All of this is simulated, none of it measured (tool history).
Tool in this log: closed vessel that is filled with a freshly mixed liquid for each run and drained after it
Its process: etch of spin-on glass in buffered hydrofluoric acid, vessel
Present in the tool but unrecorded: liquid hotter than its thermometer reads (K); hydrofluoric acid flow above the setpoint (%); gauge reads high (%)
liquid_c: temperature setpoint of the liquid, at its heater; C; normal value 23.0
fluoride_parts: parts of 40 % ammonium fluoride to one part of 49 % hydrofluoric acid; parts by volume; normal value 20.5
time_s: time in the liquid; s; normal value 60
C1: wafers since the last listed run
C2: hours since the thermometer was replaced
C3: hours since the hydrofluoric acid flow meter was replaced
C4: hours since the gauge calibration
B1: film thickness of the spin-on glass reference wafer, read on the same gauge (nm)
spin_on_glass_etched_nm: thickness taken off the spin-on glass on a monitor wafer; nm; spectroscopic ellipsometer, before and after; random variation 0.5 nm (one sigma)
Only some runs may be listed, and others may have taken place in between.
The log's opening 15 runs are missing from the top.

Run 16, hour 212.3: usual settings but liquid_c 26.0 C, fluoride_parts 23.5 parts by volume; C1 1382; C2 1289.0; C3 85.1; C4 384.9; B1 150.03. Result: spin_on_glass_etched_nm 91.98 nm.
Run 17, hour 228.6: usual settings but liquid_c 25.5 C, fluoride_parts 24.5 parts by volume; C1 1063; C2 1305.3; C3 101.4; C4 401.2; B1 150.00. Result: spin_on_glass_etched_nm 85.22 nm.
Run 18, hour 240.9: usual settings; C1 802; C2 1317.6; C3 113.7; C4 413.5; B1 150.02. Result: spin_on_glass_etched_nm 85.05 nm.
Run 19, hour 253.3: usual settings but fluoride_parts 26.0 parts by volume, time_s 90 s; C1 808; C2 1330.0; C3 126.1; C4 425.9; B1 150.00. Result: spin_on_glass_etched_nm 108.51 nm.
Run 20, hour 260.8: usual settings; C1 489; C2 1337.5; C3 133.6; C4 433.4; B1 149.99. Result: spin_on_glass_etched_nm 86.21 nm.
Run 21, hour 274.5: usual settings but liquid_c 24.5 C, fluoride_parts 13.5 parts by volume; C1 893; C2 1351.2; C3 147.3; C4 447.1; B1 150.02. Result: spin_on_glass_etched_nm 139.45 nm.
Run 22, hour 314.7: usual settings but fluoride_parts 15.0 parts by volume, time_s 30 s; C1 2622; C2 1391.4; C3 187.5; C4 487.3; B1 150.02. Result: spin_on_glass_etched_nm 59.57 nm.
At hour 321.0: gauge calibrated.
At hour 327.7: thermometer replaced.
Run 23, hour 328.4: usual settings but fluoride_parts 28.0 parts by volume; C1 828; C2 0.7; C3 201.2; C4 7.4; B1 150.02. Result: spin_on_glass_etched_nm 61.51 nm.
Run 24, hour 338.4: usual settings but liquid_c 19.5 C; C1 652; C2 10.7; C3 211.2; C4 17.4; B1 150.02. Result: spin_on_glass_etched_nm 62.94 nm.
Run 25, hour 354.1: usual settings but fluoride_parts 28.0 parts by volume; C1 1024; C2 26.4; C3 226.9; C4 33.1; B1 150.00. Result: spin_on_glass_etched_nm 61.72 nm.
Run 26, hour 364.6: usual settings; C1 684; C2 36.9; C3 237.4; C4 43.6; B1 150.01. Result: spin_on_glass_etched_nm 76.99 nm.
Run 27, hour 375.5: usual settings but liquid_c 25.5 C, fluoride_parts 18.5 parts by volume; C1 710; C2 47.8; C3 248.3; C4 54.5; B1 149.98. Result: spin_on_glass_etched_nm 98.28 nm.
Run 28, hour 391.3: usual settings; C1 1030; C2 63.6; C3 264.1; C4 70.3; B1 150.03. Result: spin_on_glass_etched_nm 77.13 nm.
Run 29, hour 400.3: usual settings but liquid_c 21.0 C, fluoride_parts 14.5 parts by volume; C1 587; C2 72.6; C3 273.1; C4 79.3; B1 150.00. Result: spin_on_glass_etched_nm 97.83 nm.
Run 30, hour 412.4: usual settings; C1 789; C2 84.7; C3 285.2; C4 91.4; B1 150.00. Result: spin_on_glass_etched_nm 78.54 nm.
Run 31, hour 423.1: usual settings; C1 697; C2 95.4; C3 295.9; C4 102.1; B1 150.00. Result: spin_on_glass_etched_nm 78.43 nm.

Below are 5 alternative next runs, each starting from the tool's condition after run 31. Predict each:
Run A, hour 423.8: usual settings; C1 45; C2 96.1; C3 296.6; C4 102.8; B1 ?. Result: spin_on_glass_etched_nm ?.
Run B, hour 423.8: usual settings but liquid_c 19.5 C, fluoride_parts 23.0 parts by volume, time_s 45 s; C1 45; C2 96.1; C3 296.6; C4 102.8; B1 ?. Result: spin_on_glass_etched_nm ?.
Run C, hour 423.8: usual settings but liquid_c 19.0 C, fluoride_parts 15.0 parts by volume, time_s 40 s; C1 45; C2 96.1; C3 296.6; C4 102.8; B1 ?. Result: spin_on_glass_etched_nm ?.
Run D, hour 423.8: usual settings but liquid_c 26.0 C, fluoride_parts 24.0 parts by volume, time_s 85 s; C1 45; C2 96.1; C3 296.6; C4 102.8; B1 ?. Result: spin_on_glass_etched_nm ?.
Run E, hour 423.8: usual settings but fluoride_parts 25.0 parts by volume, time_s 45 s; C1 45; C2 96.1; C3 296.6; C4 102.8; B1 ?. Result: spin_on_glass_etched_nm ?.

run      B1  spin_on_glass_etched_nm
  A  150.00                    78.06
  B  150.00                    44.19
  C  150.00                    56.67
  D  150.00                   116.01
  E  150.00                    50.70
Had the tool no hidden state, the same runs would have come out as:
run  spin_on_glass_etched_nm
  A                    73.62
  B                    41.96
  C                    53.04
  D                   110.25
  E                    48.16

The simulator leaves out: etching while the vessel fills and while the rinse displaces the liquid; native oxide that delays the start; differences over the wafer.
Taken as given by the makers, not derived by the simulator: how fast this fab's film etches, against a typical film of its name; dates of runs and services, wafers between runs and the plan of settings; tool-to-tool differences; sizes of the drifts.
